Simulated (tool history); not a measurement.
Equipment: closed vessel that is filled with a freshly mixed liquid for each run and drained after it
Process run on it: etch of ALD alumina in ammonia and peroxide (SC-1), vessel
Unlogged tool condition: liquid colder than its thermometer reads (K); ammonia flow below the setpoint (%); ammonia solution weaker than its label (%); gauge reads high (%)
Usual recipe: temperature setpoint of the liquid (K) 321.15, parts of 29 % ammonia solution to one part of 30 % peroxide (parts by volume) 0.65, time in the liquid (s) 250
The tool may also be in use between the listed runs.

run,hour,temperature setpoint of the liquid (K),parts of 29 % ammonia solution to one part of 30 % peroxide (parts by volume),time in the liquid (s),wafers since the last listed run,hours since the thermometer was replaced,hours since the ammonia flow meter was replaced,hours since the drum of ammonia solution was connected,hours since the gauge calibration,"read-back film thickness of the ALD alumina reference wafer, read on the same gauge (nm)",thickness taken off the ALD alumina on a monitor wafer (angstrom)
1,0.0,321.15,0.65,250,0,1001.0,1670.6,207.1,1249.7,110.04,117.7
2,102.9,321.15,0.65,250,12573,1103.9,1773.5,310.0,1352.6,110.01,116.0
3,191.2,321.15,0.65,250,10789,1192.2,1861.8,398.3,1440.9,110.03,117.2
4,255.6,321.15,0.65,285,7869,1256.6,1926.2,462.7,1505.3,110.02,132.1
5,306.8,321.15,0.45,250,6256,1307.8,1977.4,513.9,1556.5,109.99,113.3
6,352.9,321.15,0.45,250,5633,1353.9,2023.5,560.0,1602.6,110.04,110.9
7,396.9,321.15,0.65,250,5376,1397.9,2067.5,604.0,1646.6,110.02,115.6
8,451.1,328.65,0.65,250,6622,1452.1,2121.7,658.2,1700.8,110.00,173.2
9,527.5,328.65,0.65,250,9335,1528.5,2198.1,734.6,1777.2,110.01,172.8
10,620.2,321.15,0.65,250,11327,1621.2,2290.8,827.3,1869.9,110.01,114.1
# hour 711.1: gauge calibrated
# hour 738.5: thermometer replaced
11,739.0,321.15,0.65,250,14394,0.5,2409.6,946.1,27.9,109.99,123.1
# hour 799.2: new drum of ammonia solution connected
12,816.2,321.15,0.65,250,9311,77.7,2486.8,17.0,105.1,109.98,122.0
13,862.1,328.15,0.65,250,5608,123.6,2532.7,62.9,151.0,109.96,179.8
# hour 904.2: ammonia flow meter replaced
14,953.5,325.15,0.65,250,11046,215.0,49.3,154.3,242.4,110.01,150.9
15,1052.4,330.65,0.65,250,12084,313.9,148.2,253.2,341.3,109.96,203.0
16,1116.8,321.15,0.65,250,7869,378.3,212.6,317.6,405.7,109.99,121.0
17,1156.5,321.15,0.50,195,4851,418.0,252.3,357.3,445.4,110.00,92.7
18,1202.0,321.15,0.65,250,5559,463.5,297.8,402.8,490.9,110.01,120.3
19,1268.2,321.15,0.65,250,8089,529.7,364.0,469.0,557.1,110.04,120.9
20,1340.3,321.15,0.65,165,8810,601.8,436.1,541.1,629.2,109.97,78.8
21,1406.3,323.65,0.65,340,8064,667.8,502.1,607.1,695.2,110.03,185.2
22,1491.3,324.15,0.65,300,10386,752.8,587.1,692.1,780.2,109.99,167.0
23,1592.9,318.65,0.90,135,12414,854.4,688.7,793.7,881.8,110.00,56.9
24,1629.5,321.15,0.80,250,4472,891.0,725.3,830.3,918.4,110.00,120.9
25,1670.5,321.15,0.65,250,5009,932.0,766.3,871.3,959.4,110.04,117.8
26,1714.5,321.15,0.65,250,5376,976.0,810.3,915.3,1003.4,109.97,117.1

Measured result minus the same run's result without the hidden state. Both carry the same run-to-run variation, though not necessarily the same gauge scatter:
run,thickness taken off the ALD alumina on a monitor wafer (angstrom)
1,-5.8
2,-6.3
3,-6.9
4,-8.2
5,-7.2
6,-7.3
7,-7.9
8,-11.7
9,-12.2
10,-8.9
11,-0.5
12,-0.9
13,-1.6
14,-2.0
15,-3.5
16,-2.5
17,-2.1
18,-3.0
19,-3.4
20,-2.4
21,-6.2
22,-6.1
23,-2.5
24,-5.3
25,-5.5
26,-5.7
